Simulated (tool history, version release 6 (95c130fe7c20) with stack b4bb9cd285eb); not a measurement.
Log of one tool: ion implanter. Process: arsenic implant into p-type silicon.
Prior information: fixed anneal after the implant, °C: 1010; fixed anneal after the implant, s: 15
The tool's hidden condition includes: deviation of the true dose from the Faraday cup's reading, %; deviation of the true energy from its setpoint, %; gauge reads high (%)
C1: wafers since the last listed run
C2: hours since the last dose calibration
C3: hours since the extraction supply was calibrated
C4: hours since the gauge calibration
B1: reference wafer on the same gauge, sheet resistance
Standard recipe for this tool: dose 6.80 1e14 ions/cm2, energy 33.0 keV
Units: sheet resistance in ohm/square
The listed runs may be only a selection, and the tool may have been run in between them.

{"run": 1, "day": 0.0, "dose": 6.8, "energy": 33.0, "C1": 0, "C2": 1495.0, "C3": 1665.8, "C4": 876.0, "B1": 158.92, "sheet resistance": 157.17}
{"run": 2, "day": 1.162, "dose": 6.8, "energy": 33.0, "C1": 604, "C2": 1522.9, "C3": 1693.7, "C4": 903.9, "B1": 159.06, "sheet resistance": 158.19}
{"run": 3, "day": 2.142, "dose": 6.8, "energy": 33.0, "C1": 509, "C2": 1546.4, "C3": 1717.2, "C4": 927.4, "B1": 158.85, "sheet resistance": 158.18}
{"run": 4, "day": 3.367, "dose": 6.8, "energy": 33.0, "C1": 637, "C2": 1575.8, "C3": 1746.6, "C4": 956.8, "B1": 158.99, "sheet resistance": 158.84}
{"run": 5, "day": 4.692, "dose": 6.8, "energy": 33.0, "C1": 689, "C2": 1607.6, "C3": 1778.4, "C4": 988.6, "B1": 159.1, "sheet resistance": 157.43}
{"run": 6, "day": 5.275, "dose": 6.8, "energy": 33.0, "C1": 303, "C2": 1621.6, "C3": 1792.4, "C4": 1002.6, "B1": 158.82, "sheet resistance": 158.99}
{"run": 7, "day": 6.046, "dose": 8.29, "energy": 33.0, "C1": 400, "C2": 1640.1, "C3": 1810.9, "C4": 1021.1, "B1": 158.97, "sheet resistance": 137.41}
{"run": 8, "day": 7.467, "dose": 8.29, "energy": 33.0, "C1": 738, "C2": 1674.2, "C3": 1845.0, "C4": 1055.2, "B1": 158.94, "sheet resistance": 137.44}
{"run": 9, "day": 8.883, "dose": 8.29, "energy": 33.0, "C1": 736, "C2": 1708.2, "C3": 1879.0, "C4": 1089.2, "B1": 158.85, "sheet resistance": 137.75}
{"run": 10, "day": 9.488, "dose": 6.8, "energy": 33.0, "C1": 314, "C2": 1722.7, "C3": 1893.5, "C4": 1103.7, "B1": 158.86, "sheet resistance": 157.8}
{"day": 10.375, "done": "gauge calibrated"}
{"run": 11, "day": 10.879, "dose": 6.8, "energy": 33.0, "C1": 723, "C2": 1756.1, "C3": 1926.9, "C4": 12.1, "B1": 158.97, "sheet resistance": 159.32}
{"run": 12, "day": 11.954, "dose": 6.8, "energy": 33.0, "C1": 559, "C2": 1781.9, "C3": 1952.7, "C4": 37.9, "B1": 159.07, "sheet resistance": 159.12}
{"run": 13, "day": 13.362, "dose": 8.24, "energy": 33.0, "C1": 732, "C2": 1815.7, "C3": 1986.5, "C4": 71.7, "B1": 158.89, "sheet resistance": 138.28}
{"run": 14, "day": 15.096, "dose": 8.24, "energy": 33.0, "C1": 901, "C2": 1857.3, "C3": 2028.1, "C4": 113.3, "B1": 158.74, "sheet resistance": 137.36}
{"run": 15, "day": 15.871, "dose": 6.8, "energy": 33.0, "C1": 403, "C2": 1875.9, "C3": 2046.7, "C4": 131.9, "B1": 159.11, "sheet resistance": 159.03}
{"run": 16, "day": 16.617, "dose": 5.97, "energy": 36.5, "C1": 387, "C2": 1893.8, "C3": 2064.6, "C4": 149.8, "B1": 159.02, "sheet resistance": 171.74}
{"run": 17, "day": 17.438, "dose": 8.04, "energy": 27.0, "C1": 426, "C2": 1913.5, "C3": 2084.3, "C4": 169.5, "B1": 158.96, "sheet resistance": 147.55}
{"run": 18, "day": 18.479, "dose": 7.57, "energy": 44.0, "C1": 541, "C2": 1938.5, "C3": 2109.3, "C4": 194.5, "B1": 158.93, "sheet resistance": 140.75}
{"run": 19, "day": 19.408, "dose": 6.8, "energy": 30.0, "C1": 483, "C2": 1960.8, "C3": 2131.6, "C4": 216.8, "B1": 159.04, "sheet resistance": 162.5}
{"run": 20, "day": 20.767, "dose": 7.96, "energy": 22.5, "C1": 706, "C2": 1993.4, "C3": 2164.2, "C4": 249.4, "B1": 158.94, "sheet resistance": 153.48}
{"run": 21, "day": 22.229, "dose": 5.28, "energy": 23.0, "C1": 760, "C2": 2028.5, "C3": 2199.3, "C4": 284.5, "B1": 159.07, "sheet resistance": 205.45}
{"run": 22, "day": 23.438, "dose": 6.8, "energy": 33.0, "C1": 628, "C2": 2057.5, "C3": 2228.3, "C4": 313.5, "B1": 159.07, "sheet resistance": 159.37}
{"run": 23, "day": 24.396, "dose": 6.8, "energy": 42.0, "C1": 498, "C2": 2080.5, "C3": 2251.3, "C4": 336.5, "B1": 159.07, "sheet resistance": 151.97}
{"run": 24, "day": 25.492, "dose": 6.8, "energy": 38.5, "C1": 569, "C2": 2106.8, "C3": 2277.6, "C4": 362.8, "B1": 159.11, "sheet resistance": 156.21}
{"run": 25, "day": 26.971, "dose": 5.58, "energy": 36.5, "C1": 769, "C2": 2142.3, "C3": 2313.1, "C4": 398.3, "B1": 159.16, "sheet resistance": 183.23}
{"day": 27.646, "done": "Faraday cup replaced and dose calibrated"}
{"run": 26, "day": 28.308, "dose": 6.28, "energy": 41.0, "C1": 522, "C2": 15.9, "C3": 2345.2, "C4": 430.4, "B1": 158.98, "sheet resistance": 167.14}
{"run": 27, "day": 29.433, "dose": 7.37, "energy": 40.5, "C1": 585, "C2": 42.9, "C3": 2372.2, "C4": 457.4, "B1": 159.17, "sheet resistance": 149.88}
{"run": 28, "day": 29.971, "dose": 5.65, "energy": 36.5, "C1": 279, "C2": 55.8, "C3": 2385.1, "C4": 470.3, "B1": 158.95, "sheet resistance": 183.98}
{"run": 29, "day": 31.142, "dose": 6.8, "energy": 33.0, "C1": 608, "C2": 83.9, "C3": 2413.2, "C4": 498.4, "B1": 159.06, "sheet resistance": 162.78}
{"run": 30, "day": 31.825, "dose": 6.24, "energy": 27.0, "C1": 355, "C2": 100.3, "C3": 2429.6, "C4": 514.8, "B1": 159.0, "sheet resistance": 180.89}
{"day": 33.454, "done": "extraction supply calibrated"}
{"day": 35.008, "done": "Faraday cup replaced and dose calibrated, repeated, since the last time left the tool worse"}
{"run": 31, "day": 35.992, "dose": 5.18, "energy": 43.5, "C1": 1820, "C2": 23.6, "C3": 60.9, "C4": 614.8, "B1": 158.9, "sheet resistance": 181.83}
{"run": 32, "day": 37.467, "dose": 6.24, "energy": 27.0, "C1": 767, "C2": 59.0, "C3": 96.3, "C4": 650.2, "B1": 159.13, "sheet resistance": 171.13}
{"run": 33, "day": 38.396, "dose": 6.8, "energy": 38.5, "C1": 483, "C2": 81.3, "C3": 118.6, "C4": 672.5, "B1": 158.81, "sheet resistance": 150.56}
{"run": 34, "day": 42.712, "dose": 6.8, "energy": 30.0, "C1": 2244, "C2": 184.9, "C3": 222.2, "C4": 776.1, "B1": 158.83, "sheet resistance": 158.15}
{"run": 35, "day": 44.129, "dose": 8.44, "energy": 33.0, "C1": 736, "C2": 218.9, "C3": 256.2, "C4": 810.1, "B1": 158.77, "sheet resistance": 131.72}
{"run": 36, "day": 44.821, "dose": 8.22, "energy": 33.0, "C1": 359, "C2": 235.5, "C3": 272.8, "C4": 826.7, "B1": 158.92, "sheet resistance": 135.87}
{"run": 37, "day": 45.888, "dose": 6.19, "energy": 33.0, "C1": 554, "C2": 261.1, "C3": 298.4, "C4": 852.3, "B1": 159.26, "sheet resistance": 167.12}
{"run": 38, "day": 46.608, "dose": 5.18, "energy": 25.5, "C1": 374, "C2": 278.4, "C3": 315.7, "C4": 869.6, "B1": 159.01, "sheet resistance": 198.73}

Below, some changes in sheet resistance between adjacent runs. For each, the amount present without the hidden state too (settings, incoming material, random variation) and the amount remaining for the hidden state with gauge scatter not shared by both compared results:
Run 20 -> 21: dose 7.96 -> 5.28, energy 22.5 -> 23.0. sheet resistance +51.97 ohm/square: hidden state +1.97, all else +50.00.
Run 21 -> 22: dose 5.28 -> 6.80, energy 23.0 -> 33.0. sheet resistance -46.08 ohm/square: hidden state -1.01, all else -45.07.
Run 25 -> 26: dose 5.58 -> 6.28, energy 36.5 -> 41.0, Faraday cup replaced and dose calibrated. sheet resistance -16.09 ohm/square: hidden state +2.68, all else -18.77.
Run 27 -> 28: dose 7.37 -> 5.65, energy 40.5 -> 36.5. sheet resistance +34.10 ohm/square: hidden state +1.75, all else +32.35.
Run 30 -> 31: dose 6.24 -> 5.18, energy 27.0 -> 43.5, extraction supply calibrated, Faraday cup replaced and dose calibrated, repeated, since the last time left the tool worse. sheet resistance +0.94 ohm/square: hidden state -8.41, all else +9.35.
